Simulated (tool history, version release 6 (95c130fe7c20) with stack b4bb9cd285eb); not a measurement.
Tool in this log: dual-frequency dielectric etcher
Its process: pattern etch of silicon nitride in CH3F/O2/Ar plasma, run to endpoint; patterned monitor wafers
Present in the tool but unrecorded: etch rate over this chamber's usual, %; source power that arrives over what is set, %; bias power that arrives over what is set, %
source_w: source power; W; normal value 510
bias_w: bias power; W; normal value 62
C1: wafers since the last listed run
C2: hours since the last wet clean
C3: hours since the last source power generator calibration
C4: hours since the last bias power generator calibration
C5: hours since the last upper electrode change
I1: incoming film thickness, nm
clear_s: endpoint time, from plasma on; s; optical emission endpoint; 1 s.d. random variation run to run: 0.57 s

run 1 hour=0 | source_w=510 bias_w=62 | C1=0 C2=308.1 C3=4644.3 C4=1927.5 C5=2684.7 | I1=53.2 | clear_s=71.5
run 2 hour=14 | source_w=510 bias_w=62 | C1=130 C2=322.1 C3=4658.3 C4=1941.5 C5=2698.7 | I1=53.5 | clear_s=71
run 3 hour=20.4 | source_w=510 bias_w=62 | C1=59 C2=328.5 C3=4664.7 C4=1947.9 C5=2705.1 | I1=53.9 | clear_s=71.5
run 4 hour=37.5 | source_w=510 bias_w=62 | C1=159 C2=345.6 C3=4681.8 C4=1965 C5=2722.2 | I1=54 | clear_s=71.3
run 5 hour=54.2 | source_w=510 bias_w=62 | C1=156 C2=362.3 C3=4698.5 C4=1981.7 C5=2738.9 | I1=53.2 | clear_s=70.4
-- hour=87.8 wet clean of the chamber
run 6 hour=88.3 | source_w=510 bias_w=62 | C1=94 C2=0.5 C3=4732.6 C4=2015.8 C5=2773 | I1=53.8 | clear_s=75.7
run 7 hour=88.7 | source_w=510 bias_w=62 | C1=3 C2=0.9 C3=4733 C4=2016.2 C5=2773.4 | I1=53.3 | clear_s=75.8
run 8 hour=91.2 | source_w=510 bias_w=62 | C1=23 C2=3.4 C3=4735.5 C4=2018.7 C5=2775.9 | I1=53.6 | clear_s=74.6
run 9 hour=109.9 | source_w=420 bias_w=62 | C1=174 C2=22.1 C3=4754.2 C4=2037.4 C5=2794.6 | I1=53.5 | clear_s=79.4
run 10 hour=118 | source_w=420 bias_w=62 | C1=75 C2=30.2 C3=4762.3 C4=2045.5 C5=2802.7 | I1=53.4 | clear_s=79.8
-- hour=126.5 source power generator calibrated
run 11 hour=128.3 | source_w=420 bias_w=62 | C1=58 C2=40.5 C3=1.8 C4=2055.8 C5=2813 | I1=53.5 | clear_s=78.5
run 12 hour=146 | source_w=510 bias_w=62 | C1=165 C2=58.2 C3=19.5 C4=2073.5 C5=2830.7 | I1=53.2 | clear_s=75.1
run 13 hour=158.3 | source_w=510 bias_w=62 | C1=114 C2=70.5 C3=31.8 C4=2085.8 C5=2843 | I1=53.5 | clear_s=74.3
run 14 hour=167.4 | source_w=410 bias_w=62 | C1=85 C2=79.6 C3=40.9 C4=2094.9 C5=2852.1 | I1=53.5 | clear_s=78.3
run 15 hour=174.8 | source_w=510 bias_w=62 | C1=69 C2=87 C3=48.3 C4=2102.3 C5=2859.5 | I1=53.1 | clear_s=73.5
run 16 hour=187.3 | source_w=410 bias_w=48 | C1=116 C2=99.5 C3=60.8 C4=2114.8 C5=2872 | I1=53.3 | clear_s=86.9
run 17 hour=195.6 | source_w=510 bias_w=62 | C1=77 C2=107.8 C3=69.1 C4=2123.1 C5=2880.3 | I1=53.1 | clear_s=72.6
run 18 hour=210.8 | source_w=550 bias_w=50 | C1=142 C2=123 C3=84.3 C4=2138.3 C5=2895.5 | I1=53.4 | clear_s=79
run 19 hour=227.7 | source_w=400 bias_w=52 | C1=157 C2=139.9 C3=101.2 C4=2155.2 C5=2912.4 | I1=53.4 | clear_s=85.8
run 20 hour=234.9 | source_w=420 bias_w=76 | C1=67 C2=147.1 C3=108.4 C4=2162.4 C5=2919.6 | I1=53.3 | clear_s=70.7
run 21 hour=241.8 | source_w=510 bias_w=76 | C1=64 C2=154 C3=115.3 C4=2169.3 C5=2926.5 | I1=53.3 | clear_s=68.4
run 22 hour=259.1 | source_w=510 bias_w=62 | C1=161 C2=171.3 C3=132.6 C4=2186.6 C5=2943.8 | I1=52.8 | clear_s=72.3
-- hour=270.1 bias power generator calibrated
-- hour=284.3 upper electrode replaced
run 23 hour=284.8 | source_w=510 bias_w=62 | C1=69 C2=197 C3=158.3 C4=14.7 C5=0.5 | I1=53.2 | clear_s=73.1
run 24 hour=285.2 | source_w=580 bias_w=67 | C1=3 C2=197.4 C3=158.7 C4=15.1 C5=0.9 | I1=53.4 | clear_s=67.9
run 25 hour=291.5 | source_w=600 bias_w=53 | C1=58 C2=203.7 C3=165 C4=21.4 C5=7.2 | I1=53.3 | clear_s=74.7
run 26 hour=301.7 | source_w=510 bias_w=62 | C1=95 C2=213.9 C3=175.2 C4=31.6 C5=17.4 | I1=53.3 | clear_s=73
run 27 hour=313.8 | source_w=440 bias_w=67 | C1=113 C2=226 C3=187.3 C4=43.7 C5=29.5 | I1=52.7 | clear_s=73.1
run 28 hour=321.1 | source_w=510 bias_w=74 | C1=68 C2=233.3 C3=194.6 C4=51 C5=36.8 | I1=53.4 | clear_s=67.7
run 29 hour=332 | source_w=510 bias_w=50 | C1=101 C2=244.2 C3=205.5 C4=61.9 C5=47.7 | I1=53.3 | clear_s=79.8
run 30 hour=349.1 | source_w=510 bias_w=62 | C1=159 C2=261.3 C3=222.6 C4=79 C5=64.8 | I1=53.4 | clear_s=72.9
run 31 hour=387.3 | source_w=380 bias_w=49 | C1=357 C2=299.5 C3=260.8 C4=117.2 C5=103 | I1=53.6 | clear_s=84.7
run 32 hour=400.7 | source_w=510 bias_w=62 | C1=125 C2=312.9 C3=274.2 C4=130.6 C5=116.4 | I1=53.5 | clear_s=72.9
run 33 hour=411.1 | source_w=510 bias_w=62 | C1=97 C2=323.3 C3=284.6 C4=141 C5=126.8 | I1=53.6 | clear_s=71.4
run 34 hour=424.6 | source_w=510 bias_w=62 | C1=126 C2=336.8 C3=298.1 C4=154.5 C5=140.3 | I1=53.7 | clear_s=73
run 35 hour=431.3 | source_w=510 bias_w=62 | C1=62 C2=343.5 C3=304.8 C4=161.2 C5=147 | I1=53.2 | clear_s=71.1
run 36 hour=445 | source_w=630 bias_w=51 | C1=128 C2=357.2 C3=318.5 C4=174.9 C5=160.7 | I1=53.3 | clear_s=73.1

Each row is a separate what-if for the run after 36, all from the same tool condition, not one after another. Results?
run A hour=445.4 | source_w=510 bias_w=47 | C1=3 C2=357.6 C3=318.9 C4=175.3 C5=161.1 | I1=53.8 | clear_s=?
run B hour=445.4 | source_w=610 bias_w=56 | C1=3 C2=357.6 C3=318.9 C4=175.3 C5=161.1 | I1=53.8 | clear_s=?
run C hour=445.4 | source_w=430 bias_w=62 | C1=3 C2=357.6 C3=318.9 C4=175.3 C5=161.1 | I1=53.8 | clear_s=?
run D hour=445.4 | source_w=510 bias_w=66 | C1=3 C2=357.6 C3=318.9 C4=175.3 C5=161.1 | I1=53.8 | clear_s=?

run=A clear_s=81.2
run=B clear_s=71.9
run=C clear_s=75.4
run=D clear_s=70.4
With the hidden condition removed and each run's random variation left untouched, the same runs would have given:
run=A clear_s=85
run=B clear_s=75.3
run=C clear_s=79
run=D clear_s=73.7
